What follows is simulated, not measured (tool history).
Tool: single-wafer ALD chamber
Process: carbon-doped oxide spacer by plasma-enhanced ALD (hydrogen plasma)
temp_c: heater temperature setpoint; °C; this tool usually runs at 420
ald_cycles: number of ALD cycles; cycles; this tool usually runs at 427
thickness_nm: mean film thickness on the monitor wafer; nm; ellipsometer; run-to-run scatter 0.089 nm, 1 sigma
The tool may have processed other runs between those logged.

| run | hour | temp_c | ald_cycles | read-back reference wafer on the same gauge, thickness_nm | thickness_nm |
|---|---|---|---|---|---|
| 1 | 0 | 420 | 457 | 22.549 | 20.954 |
| 2 | 82.9 | 420 | 457 | 22.491 | 20.805 |
| 3 | 131.4 | 425 | 427 | 22.512 | 19.219 |
| 4 | 183.8 | 425 | 427 | 22.444 | 19.082 |
| 5 | 226.2 | 420 | 427 | 22.445 | 19.403 |
| 6 | 269.8 | 427 | 427 | 22.439 | 19.005 |
| 7 | 333.7 | 427 | 427 | 22.444 | 19.167 |
| 8 | 437.4 | 427 | 427 | 22.405 | 19.239 |
| 9 | 477.7 | 420 | 427 | 22.401 | 19.412 |
| 10 | 551.9 | 420 | 427 | 22.383 | 19.432 |
| 11 | 644 | 420 | 427 | 22.36 | 19.471 |
| 12 | 691.3 | 420 | 427 | 22.342 | 19.467 |
| 13 | 778.3 | 420 | 377 | 22.308 | 17.113 |
| 14 | 838.9 | 420 | 377 | 22.291 | 17.072 |
| 15 | 897.4 | 420 | 377 | 22.284 | 17.136 |
| 16 | 967.1 | 420 | 427 | 22.278 | 19.414 |
|  | 1050.4 | thermocouple changed; heater temperature recalibrated |
| 17 | 1056.6 | 420 | 427 | 22.221 | 19.259 |
| 18 | 1134.7 | 420 | 427 | 22.184 | 19.225 |
| 19 | 1238.3 | 420 | 427 | 22.148 | 19.171 |
| 20 | 1302.3 | 420 | 427 | 22.14 | 19.084 |
| 21 | 1377.1 | 420 | 427 | 22.089 | 19.24 |
| 22 | 1430.6 | 420 | 427 | 22.086 | 18.974 |
| 23 | 1506.8 | 420 | 381 | 22.045 | 17.116 |
| 24 | 1560.4 | 420 | 350 | 22.013 | 15.716 |
|  | 1599 | gauge calibrated |
| 25 | 1648.2 | 427 | 511 | 22.707 | 22.948 |
| 26 | 1710.5 | 405 | 454 | 22.781 | 21.863 |
| 27 | 1802.6 | 426 | 427 | 22.729 | 19.474 |
| 28 | 1853.2 | 420 | 427 | 22.723 | 19.799 |
| 29 | 1912.9 | 415 | 479 | 22.734 | 22.628 |
| 30 | 1955.7 | 425 | 506 | 22.727 | 22.96 |
| 31 | 2021.9 | 411 | 489 | 22.705 | 23.156 |
| 32 | 2310.1 | 414 | 380 | 22.739 | 17.756 |
| 33 | 2363.2 | 415 | 365 | 22.666 | 16.935 |
| 34 | 2406.9 | 420 | 427 | 22.703 | 19.688 |
| 35 | 2447.3 | 420 | 427 | 22.692 | 19.662 |
| 36 | 2536.7 | 420 | 427 | 22.666 | 19.616 |
| 37 | 2635 | 420 | 381 | 22.706 | 17.614 |
| 38 | 2706.3 | 420 | 427 | 22.677 | 19.637 |
|  | 2764.1 | thermocouple changed; heater temperature recalibrated |
| 39 | 2767.7 | 406 | 487 | 22.677 | 23.249 |
| 40 | 2869 | 420 | 351 | 22.603 | 16.132 |
| 41 | 2933.8 | 428 | 457 | 22.606 | 20.411 |
| 42 | 3033.9 | 406 | 398 | 22.545 | 19.096 |
| 43 | 3081.7 | 409 | 358 | 22.567 | 16.894 |
| 44 | 3126.6 | 426 | 364 | 22.577 | 16.287 |
| 45 | 3214.3 | 431 | 492 | 22.519 | 21.959 |
| 46 | 3303.1 | 410 | 342 | 22.534 | 16.049 |
| 47 | 3370 | 408 | 468 | 22.51 | 22.125 |

Below are 3 alternative next runs, each starting from the tool's condition after run 47. Predict each:
| A | 3371.1 | 420 | 427 | ? | ? |
| B | 3371.1 | 420 | 375 | ? | ? |
| C | 3371.1 | 433 | 377 | ? | ? |

| run | read-back reference wafer on the same gauge, thickness_nm | thickness_nm |
|---|---|---|
| A | 22.513 | 19.485 |
| B | 22.513 | 17.112 |
| C | 22.513 | 16.576 |
Without the tool's hidden state the same runs would have given:
| run | thickness_nm |
|---|---|
| A | 19.651 |
| B | 17.258 |
| C | 16.717 |
